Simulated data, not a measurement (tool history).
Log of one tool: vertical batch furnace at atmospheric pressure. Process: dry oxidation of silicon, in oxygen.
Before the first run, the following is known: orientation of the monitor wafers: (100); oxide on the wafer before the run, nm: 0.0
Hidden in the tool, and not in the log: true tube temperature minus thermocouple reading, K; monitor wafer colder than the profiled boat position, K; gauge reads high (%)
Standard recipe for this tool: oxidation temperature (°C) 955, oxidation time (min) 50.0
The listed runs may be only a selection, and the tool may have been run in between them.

| run | day | oxidation temperature (°C) | oxidation time (min) | wafers since the last listed run | hours since the last temperature calibration | hours since the boat lift was adjusted | hours since the gauge calibration | read-back reference wafer on the same gauge, thickness | oxide thickness on the monitor wafer (angstrom) |
|---|---|---|---|---|---|---|---|---|---|
| 1 | 0.000 | 955 | 50.0 | 0 | 2652.6 | 860.3 | 1050.7 | 28.70 | 270.3 |
| 2 | 1.904 | 955 | 50.0 | 525 | 2698.3 | 906.0 | 1096.4 | 28.66 | 271.0 |
| 3 | 3.821 | 955 | 50.0 | 528 | 2744.3 | 952.0 | 1142.4 | 28.70 | 265.4 |
| 4 | 5.658 | 962 | 50.0 | 507 | 2788.4 | 996.1 | 1186.5 | 28.72 | 287.8 |
| 5 | 8.396 | 955 | 50.0 | 755 | 2854.1 | 1061.8 | 1252.2 | 28.69 | 269.8 |
| 6 | 9.604 | 955 | 50.0 | 333 | 2883.1 | 1090.8 | 1281.2 | 28.70 | 268.1 |
| 7 | 11.704 | 955 | 50.0 | 579 | 2933.5 | 1141.2 | 1331.6 | 28.70 | 268.6 |
| 8 | 14.542 | 955 | 50.0 | 783 | 3001.6 | 1209.3 | 1399.7 | 28.69 | 267.1 |
| 9 | 17.196 | 955 | 50.0 | 732 | 3065.3 | 1273.0 | 1463.4 | 28.70 | 267.1 |
| 10 | 20.162 | 955 | 50.0 | 818 | 3136.5 | 1344.2 | 1534.6 | 28.71 | 266.5 |
| 11 | 22.317 | 955 | 50.0 | 594 | 3188.2 | 1395.9 | 1586.3 | 28.65 | 265.9 |
| 12 | 23.775 | 939 | 50.0 | 402 | 3223.2 | 1430.9 | 1621.3 | 28.72 | 223.3 |
| 13 | 25.917 | 939 | 50.0 | 590 | 3274.6 | 1482.3 | 1672.7 | 28.67 | 224.2 |
|  | 32.046 | gauge calibrated |
| 14 | 32.433 | 939 | 50.0 | 1798 | 3431.0 | 1638.7 | 9.3 | 28.70 | 224.1 |
| 15 | 34.567 | 943 | 61.0 | 588 | 3482.2 | 1689.9 | 60.5 | 28.68 | 266.2 |
| 16 | 35.650 | 963 | 27.5 | 298 | 3508.2 | 1715.9 | 86.5 | 28.68 | 199.8 |
| 17 | 37.079 | 971 | 57.0 | 394 | 3542.5 | 1750.2 | 120.8 | 28.72 | 337.1 |
| 18 | 38.275 | 955 | 50.0 | 329 | 3571.2 | 1778.9 | 149.5 | 28.69 | 267.4 |
|  | 39.921 | thermocouples replaced and temperature profile calibrated |
| 19 | 40.796 | 955 | 61.0 | 419 | 21.0 | 1839.4 | 210.0 | 28.72 | 300.8 |
| 20 | 43.417 | 966 | 50.0 | 723 | 83.9 | 1902.3 | 272.9 | 28.70 | 295.2 |
| 21 | 44.967 | 947 | 71.5 | 427 | 121.1 | 1939.5 | 310.1 | 28.69 | 309.9 |
|  | 47.271 | boat lift adjusted |
| 22 | 47.292 | 931 | 31.0 | 365 | 176.9 | 0.5 | 365.9 | 28.69 | 154.8 |
| 23 | 48.321 | 971 | 57.0 | 283 | 201.6 | 25.2 | 390.6 | 28.68 | 344.0 |
| 24 | 50.250 | 976 | 72.5 | 532 | 247.9 | 71.5 | 436.9 | 28.66 | 418.0 |
| 25 | 53.225 | 955 | 50.0 | 820 | 319.3 | 142.9 | 508.3 | 28.68 | 273.8 |
| 26 | 55.904 | 944 | 71.5 | 739 | 383.6 | 207.2 | 572.6 | 28.72 | 306.5 |
| 27 | 58.100 | 948 | 63.5 | 605 | 436.3 | 259.9 | 625.3 | 28.70 | 294.4 |
| 28 | 60.583 | 955 | 71.5 | 685 | 495.9 | 319.5 | 684.9 | 28.72 | 343.5 |
| 29 | 61.771 | 975 | 50.0 | 327 | 524.4 | 348.0 | 713.4 | 28.70 | 321.3 |
| 30 | 63.608 | 955 | 50.0 | 507 | 568.5 | 392.1 | 757.5 | 28.72 | 268.0 |
| 31 | 66.046 | 933 | 50.0 | 672 | 627.0 | 450.6 | 816.0 | 28.68 | 212.7 |
| 32 | 68.354 | 938 | 34.0 | 636 | 682.4 | 506.0 | 871.4 | 28.65 | 174.0 |
| 33 | 70.454 | 969 | 25.5 | 579 | 732.8 | 556.4 | 921.8 | 28.69 | 202.0 |
| 34 | 71.808 | 973 | 66.0 | 373 | 765.3 | 588.9 | 954.3 | 28.68 | 375.2 |
| 35 | 74.454 | 932 | 30.5 | 730 | 828.8 | 652.4 | 1017.8 | 28.70 | 149.4 |
| 36 | 76.183 | 955 | 50.0 | 477 | 870.3 | 693.9 | 1059.3 | 28.71 | 266.5 |
| 37 | 77.350 | 955 | 50.0 | 321 | 898.3 | 721.9 | 1087.3 | 28.72 | 267.9 |
| 38 | 80.525 | 955 | 50.0 | 876 | 974.5 | 798.1 | 1163.5 | 28.72 | 265.8 |

For each run, the measured value with the value that run would have given without the tool's hidden condition subtracted. The run-to-run variation is shared by both, the gauge scatter possibly not:
| run | oxide thickness on the monitor wafer (angstrom) |
|---|---|
| 1 | -8.8 |
| 2 | -9.1 |
| 3 | -9.1 |
| 4 | -8.3 |
| 5 | -9.7 |
| 6 | -9.7 |
| 7 | -10.0 |
| 8 | -10.2 |
| 9 | -10.3 |
| 10 | -10.6 |
| 11 | -10.7 |
| 12 | -8.8 |
| 13 | -9.0 |
| 14 | -9.2 |
| 15 | -11.3 |
| 16 | -7.4 |
| 17 | -10.0 |
| 18 | -11.5 |
| 19 | -12.8 |
| 20 | -9.6 |
| 21 | -13.6 |
| 22 | -1.4 |
| 23 | -2.7 |
| 24 | -4.3 |
| 25 | -4.9 |
| 26 | -6.7 |
| 27 | -7.2 |
| 28 | -8.8 |
| 29 | -6.3 |
| 30 | -7.8 |
| 31 | -6.2 |
| 32 | -5.8 |
| 33 | -5.5 |
| 34 | -9.4 |
| 35 | -5.3 |
| 36 | -10.4 |
| 37 | -10.6 |
| 38 | -11.0 |
